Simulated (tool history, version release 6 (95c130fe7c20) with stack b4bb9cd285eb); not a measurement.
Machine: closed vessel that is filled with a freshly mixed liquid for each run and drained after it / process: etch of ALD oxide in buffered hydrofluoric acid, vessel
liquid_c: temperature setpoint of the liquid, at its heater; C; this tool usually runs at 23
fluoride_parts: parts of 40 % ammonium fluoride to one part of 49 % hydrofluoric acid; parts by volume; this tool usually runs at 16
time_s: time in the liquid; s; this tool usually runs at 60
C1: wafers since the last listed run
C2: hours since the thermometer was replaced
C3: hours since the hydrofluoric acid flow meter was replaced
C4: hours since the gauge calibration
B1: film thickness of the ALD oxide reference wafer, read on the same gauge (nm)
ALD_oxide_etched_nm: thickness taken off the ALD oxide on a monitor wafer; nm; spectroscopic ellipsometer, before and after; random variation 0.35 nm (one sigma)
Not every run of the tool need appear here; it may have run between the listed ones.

run 1 day=0 | liquid_c=21 fluoride_parts=16 time_s=60 | C1=0 C2=2770.7 C3=2092.5 C4=237.8 | B1=59.99 | ALD_oxide_etched_nm=45.49
run 2 day=1.054 | liquid_c=21 fluoride_parts=16 time_s=60 | C1=2518 C2=2796 C3=2117.8 C4=263.1 | B1=59.96 | ALD_oxide_etched_nm=45.84
run 3 day=3.071 | liquid_c=21 fluoride_parts=16 time_s=60 | C1=4817 C2=2844.4 C3=2166.2 C4=311.5 | B1=60.01 | ALD_oxide_etched_nm=46.12
run 4 day=3.646 | liquid_c=23 fluoride_parts=16 time_s=60 | C1=1373 C2=2858.2 C3=2180 C4=325.3 | B1=60.01 | ALD_oxide_etched_nm=51.23
run 5 day=4.383 | liquid_c=23 fluoride_parts=16 time_s=60 | C1=1761 C2=2875.9 C3=2197.7 C4=343 | B1=59.99 | ALD_oxide_etched_nm=51.62
run 6 day=5.012 | liquid_c=23 fluoride_parts=16 time_s=60 | C1=1503 C2=2891 C3=2212.8 C4=358.1 | B1=59.98 | ALD_oxide_etched_nm=51.26
run 7 day=6.242 | liquid_c=23 fluoride_parts=12.5 time_s=60 | C1=2936 C2=2920.5 C3=2242.3 C4=387.6 | B1=59.97 | ALD_oxide_etched_nm=66.22
run 8 day=7.7 | liquid_c=23 fluoride_parts=12.5 time_s=60 | C1=3483 C2=2955.5 C3=2277.3 C4=422.6 | B1=60.03 | ALD_oxide_etched_nm=65.47
run 9 day=8.688 | liquid_c=23 fluoride_parts=12.5 time_s=60 | C1=2359 C2=2979.2 C3=2301 C4=446.3 | B1=60.01 | ALD_oxide_etched_nm=65.93
run 10 day=9.971 | liquid_c=23 fluoride_parts=16 time_s=60 | C1=3065 C2=3010 C3=2331.8 C4=477.1 | B1=59.97 | ALD_oxide_etched_nm=51.07
run 11 day=10.779 | liquid_c=23 fluoride_parts=16 time_s=60 | C1=1931 C2=3029.4 C3=2351.2 C4=496.5 | B1=59.99 | ALD_oxide_etched_nm=50.9
run 12 day=11.621 | liquid_c=23 fluoride_parts=16 time_s=60 | C1=2010 C2=3049.6 C3=2371.4 C4=516.7 | B1=60 | ALD_oxide_etched_nm=51.54
-- day=12.958 gauge calibrated
run 13 day=12.992 | liquid_c=23 fluoride_parts=21 time_s=60 | C1=3274 C2=3082.5 C3=2404.3 C4=0.8 | B1=59.99 | ALD_oxide_etched_nm=39.73
run 14 day=13.717 | liquid_c=23 fluoride_parts=11 time_s=95 | C1=1731 C2=3099.9 C3=2421.7 C4=18.2 | B1=59.98 | ALD_oxide_etched_nm=115.68
run 15 day=14.55 | liquid_c=23 fluoride_parts=16 time_s=70 | C1=1990 C2=3119.9 C3=2441.7 C4=38.2 | B1=60 | ALD_oxide_etched_nm=59.31
run 16 day=15.742 | liquid_c=23 fluoride_parts=16 time_s=60 | C1=2846 C2=3148.5 C3=2470.3 C4=66.8 | B1=60.03 | ALD_oxide_etched_nm=50.45
run 17 day=16.804 | liquid_c=23 fluoride_parts=16 time_s=60 | C1=2538 C2=3174 C3=2495.8 C4=92.3 | B1=60 | ALD_oxide_etched_nm=50.87
run 18 day=18.225 | liquid_c=23 fluoride_parts=16 time_s=50 | C1=3394 C2=3208.1 C3=2529.9 C4=126.4 | B1=60 | ALD_oxide_etched_nm=41.95
-- day=19.362 thermometer replaced
run 19 day=19.421 | liquid_c=25.5 fluoride_parts=21 time_s=30 | C1=2757 C2=1.4 C3=2558.6 C4=155.1 | B1=60 | ALD_oxide_etched_nm=26.13
-- day=19.475 hydrofluoric acid flow meter replaced
run 20 day=20.5 | liquid_c=23 fluoride_parts=10.5 time_s=70 | C1=2478 C2=27.3 C3=24.6 C4=181 | B1=60 | ALD_oxide_etched_nm=103.19
run 21 day=21.842 | liquid_c=23 fluoride_parts=14 time_s=50 | C1=3205 C2=59.5 C3=56.8 C4=213.2 | B1=60 | ALD_oxide_etched_nm=55.64
run 22 day=23.204 | liquid_c=20 fluoride_parts=20 time_s=60 | C1=3254 C2=92.2 C3=89.5 C4=245.9 | B1=59.98 | ALD_oxide_etched_nm=39.41
run 23 day=24.583 | liquid_c=23 fluoride_parts=16 time_s=60 | C1=3294 C2=125.3 C3=122.6 C4=279 | B1=59.99 | ALD_oxide_etched_nm=58.14
run 24 day=25.8 | liquid_c=23 fluoride_parts=14 time_s=50 | C1=2906 C2=154.5 C3=151.8 C4=308.2 | B1=60.01 | ALD_oxide_etched_nm=54.61
run 25 day=26.317 | liquid_c=27.5 fluoride_parts=16 time_s=85 | C1=1234 C2=166.9 C3=164.2 C4=320.6 | B1=60 | ALD_oxide_etched_nm=105.02

Across each entry between runs, compare the hidden state at the last listed run before it with the hidden state at the first listed run after it:
In the gap between runs 12 and 13: gauge calibrated (day 12.958)
  liquid colder than its thermometer reads (K): 2.67 -> 2.7
  measured less the result without the state, ALD_oxide_etched_nm: -8.23 -> -6.44 nm
In the gap between runs 18 and 19: thermometer replaced (day 19.362)
  liquid colder than its thermometer reads (K): 2.81 -> 0.228
  measured less the result without the state, ALD_oxide_etched_nm: -7.08 -> -0.33 nm
In the gap between runs 19 and 20: hydrofluoric acid flow meter replaced (day 19.475)
  liquid colder than its thermometer reads (K): 0.228 -> 0.25
  measured less the result without the state, ALD_oxide_etched_nm: -0.33 -> -1.43 nm
